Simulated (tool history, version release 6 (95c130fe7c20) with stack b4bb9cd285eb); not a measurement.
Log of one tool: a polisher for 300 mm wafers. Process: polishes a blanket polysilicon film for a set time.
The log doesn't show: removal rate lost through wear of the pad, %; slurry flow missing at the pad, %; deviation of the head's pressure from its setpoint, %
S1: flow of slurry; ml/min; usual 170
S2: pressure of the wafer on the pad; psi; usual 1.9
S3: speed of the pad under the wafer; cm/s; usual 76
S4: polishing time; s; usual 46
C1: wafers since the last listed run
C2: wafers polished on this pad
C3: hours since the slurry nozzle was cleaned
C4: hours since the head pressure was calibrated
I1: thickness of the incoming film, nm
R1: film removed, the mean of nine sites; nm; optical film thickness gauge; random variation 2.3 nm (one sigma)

run	day	S1	S2	S3	S4	C1	C2	C3	C4	I1	R1
1	0.000	170	1.9	96	46	0	2906	58.7	161.4	1312.9	255.5
2	1.967	170	1.9	96	46	729	3635	105.9	208.6	1296.9	249.8
# day 3.858: worn pad replaced by a new one
3	4.312	170	1.9	96	46	808	168	162.2	264.9	1313.0	264.5
4	6.254	170	1.9	76	46	720	888	208.8	311.5	1320.1	217.1
5	10.625	150	1.9	76	46	1620	2509	313.7	416.4	1334.9	207.3
6	14.396	150	1.9	76	46	1398	3907	404.2	506.9	1314.6	205.3
# day 15.012: worn pad replaced by a new one
7	18.450	170	1.9	76	46	1441	1274	501.5	604.2	1329.9	187.0
8	20.567	170	1.9	76	46	784	2059	552.3	655.0	1305.9	190.6
# day 21.621: worn pad replaced by a new one, repeated, since the last time left the tool worse
9	25.304	170	1.9	76	46	1695	1365	666.0	768.7	1321.0	209.8
10	27.838	170	1.9	76	58	939	2304	726.8	829.5	1298.2	264.6
11	29.700	170	2.1	76	46	690	2995	771.5	874.2	1323.9	234.8
# day 30.008: slurry nozzle cleaned
# day 31.738: worn pad replaced by a new one
12	33.225	200	1.9	88	46	1229	551	77.2	958.8	1319.7	245.7
13	35.658	145	1.9	76	46	902	1453	135.6	1017.2	1302.0	207.5
# day 37.221: head pressure recalibrated
14	37.417	170	1.5	56	56	621	2075	177.8	4.7	1336.7	162.6
15	40.096	170	2.1	76	46	993	3068	242.1	69.0	1326.8	232.3
# day 42.558: worn pad replaced by a new one
16	43.638	170	1.9	76	46	1251	399	327.1	154.0	1328.7	219.5
17	45.529	170	1.9	76	46	701	1101	372.5	199.4	1306.3	212.6
18	49.796	170	1.9	76	46	1582	2683	474.9	301.8	1298.3	214.9
19	52.000	120	1.3	76	51	817	3500	527.8	354.7	1328.4	146.6

How the hidden state differs across the entries between the runs, from the last listed run before each to the first after it:
Between runs 2 and 3: worn pad replaced by a new one (day 3.858)
  removal rate lost through wear of the pad, %: 5.53 -> 0.767
  measured less the result without the state, R1: -14.7 -> -2.0 nm
Between runs 6 and 7: worn pad replaced by a new one (day 15.012)
  removal rate lost through wear of the pad, %: 5.43 -> 14.3
  measured less the result without the state, R1: -11.8 -> -31.3 nm
Between runs 8 and 9: worn pad replaced by a new one, repeated, since the last time left the tool worse (day 21.621)
  removal rate lost through wear of the pad, %: 15.3 -> 3.78
  measured less the result without the state, R1: -34.4 -> -8.3 nm
Between runs 11 and 12: slurry nozzle cleaned (day 30.008); worn pad replaced by a new one (day 31.738)
  removal rate lost through wear of the pad, %: 5.18 -> 2.2
  measured less the result without the state, R1: -12.9 -> -5.5 nm
Between runs 13 and 14: head pressure recalibrated (day 37.221)
  removal rate lost through wear of the pad, %: 4.05 -> 4.77
  measured less the result without the state, R1: -8.8 -> -8.1 nm
Between runs 15 and 16: worn pad replaced by a new one (day 42.558)
  removal rate lost through wear of the pad, %: 5.36 -> 1.74
  measured less the result without the state, R1: -13.2 -> -3.9 nm
